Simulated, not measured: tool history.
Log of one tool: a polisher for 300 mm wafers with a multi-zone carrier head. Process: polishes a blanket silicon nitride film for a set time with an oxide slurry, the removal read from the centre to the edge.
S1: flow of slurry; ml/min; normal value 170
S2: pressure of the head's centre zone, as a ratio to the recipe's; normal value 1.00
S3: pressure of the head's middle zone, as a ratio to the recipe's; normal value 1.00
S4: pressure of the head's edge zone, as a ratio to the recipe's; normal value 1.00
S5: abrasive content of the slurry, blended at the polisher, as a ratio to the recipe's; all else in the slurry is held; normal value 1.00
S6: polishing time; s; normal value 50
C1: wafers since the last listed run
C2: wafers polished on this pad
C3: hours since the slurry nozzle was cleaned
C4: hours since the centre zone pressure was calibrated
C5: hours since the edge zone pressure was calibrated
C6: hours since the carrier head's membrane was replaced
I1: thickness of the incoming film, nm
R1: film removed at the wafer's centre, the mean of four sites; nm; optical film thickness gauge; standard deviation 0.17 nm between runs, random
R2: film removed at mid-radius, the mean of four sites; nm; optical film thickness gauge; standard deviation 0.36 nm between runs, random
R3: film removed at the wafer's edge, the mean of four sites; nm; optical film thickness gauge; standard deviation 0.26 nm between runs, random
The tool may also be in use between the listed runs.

run,hour,S1,S2,S3,S4,S5,S6,C1,C2,C3,C4,C5,C6,I1,R1,R2,R3
1,0.0,125,1.00,1.00,1.00,1.00,50,0,845,154.3,905.6,1087.1,279.4,351.0,21.8,22.3,21.4
# hour 9.0: worn pad replaced by a new one
2,20.2,125,1.00,1.00,1.00,1.00,50,218,151,174.5,925.8,1107.3,299.6,351.0,23.0,24.3,23.0
3,32.8,170,1.00,0.93,1.00,1.00,50,170,321,187.1,938.4,1119.9,312.2,350.5,23.7,22.4,23.8
4,60.5,170,1.00,0.93,1.00,1.00,50,374,695,214.8,966.1,1147.6,339.9,355.4,22.6,22.0,22.5
5,74.1,170,1.00,1.00,1.03,1.00,50,183,879,228.4,979.7,1161.2,353.5,356.8,22.0,22.5,22.2
# hour 78.3: worn pad replaced by a new one
6,89.3,170,1.00,1.00,1.03,1.00,50,151,148,243.6,994.9,1176.4,368.7,347.5,24.2,25.0,24.2
7,102.5,170,1.00,1.00,1.00,1.00,50,178,327,256.8,1008.1,1189.6,381.9,353.1,23.8,25.2,23.5
# hour 144.8: worn pad replaced by a new one
8,171.6,140,1.00,1.00,1.00,0.80,43,878,362,325.9,1077.2,1258.7,451.0,351.5,17.6,18.7,17.8
# hour 204.3: worn pad replaced by a new one, of another model than before
9,205.7,170,1.00,1.09,1.06,0.80,36,406,19,360.0,1111.3,1292.8,485.1,346.9,15.6,17.1,15.9
10,218.2,210,1.09,1.00,1.00,1.00,59,168,187,372.5,1123.8,1305.3,497.6,351.6,32.0,31.1,29.0
# hour 230.4: edge zone pressure recalibrated
# hour 233.1: centre zone pressure recalibrated
# hour 239.2: slurry nozzle cleaned
11,243.0,170,1.00,1.00,1.00,1.00,55,267,455,3.8,9.9,12.6,522.4,352.4,25.9,26.6,25.7
# hour 259.2: carrier head's membrane replaced by a new one
# hour 268.3: worn pad replaced by a new one
12,270.4,145,0.96,1.00,0.93,1.00,50,248,27,31.2,37.3,40.0,11.2,346.2,22.6,24.7,23.6
13,298.9,170,1.00,1.00,1.00,1.00,50,384,412,59.7,65.8,68.5,39.7,345.0,23.8,24.6,23.5
# hour 324.9: worn pad replaced by a new one
14,330.1,170,1.00,0.93,1.00,1.00,50,367,70,90.9,97.0,99.7,70.9,347.4,24.2,23.4,24.0

Predict each of these 4 candidate next runs independently; none follows another, all start after run 14:
A,330.5,170,1.00,1.00,1.00,1.00,50,5,75,91.3,97.4,100.1,71.3,353.8,?,?,?
B,330.5,170,1.00,1.07,1.00,1.00,32,5,75,91.3,97.4,100.1,71.3,353.8,?,?,?
C,330.5,170,1.00,0.96,0.92,1.30,50,5,75,91.3,97.4,100.1,71.3,353.8,?,?,?
D,330.5,170,1.00,0.93,1.11,0.75,50,5,75,91.3,97.4,100.1,71.3,353.8,?,?,?

run,R1,R2,R3
A,24.3,25.2,24.1
B,15.6,17.0,15.4
C,27.5,27.6,26.2
D,20.6,20.2,21.5
The same runs, with their run-to-run variation unchanged, on a tool lacking any hidden condition would have given:
run,R1,R2,R3
A,24.4,25.3,24.1
B,15.6,17.1,15.4
C,27.5,27.6,26.3
D,20.7,20.2,21.5

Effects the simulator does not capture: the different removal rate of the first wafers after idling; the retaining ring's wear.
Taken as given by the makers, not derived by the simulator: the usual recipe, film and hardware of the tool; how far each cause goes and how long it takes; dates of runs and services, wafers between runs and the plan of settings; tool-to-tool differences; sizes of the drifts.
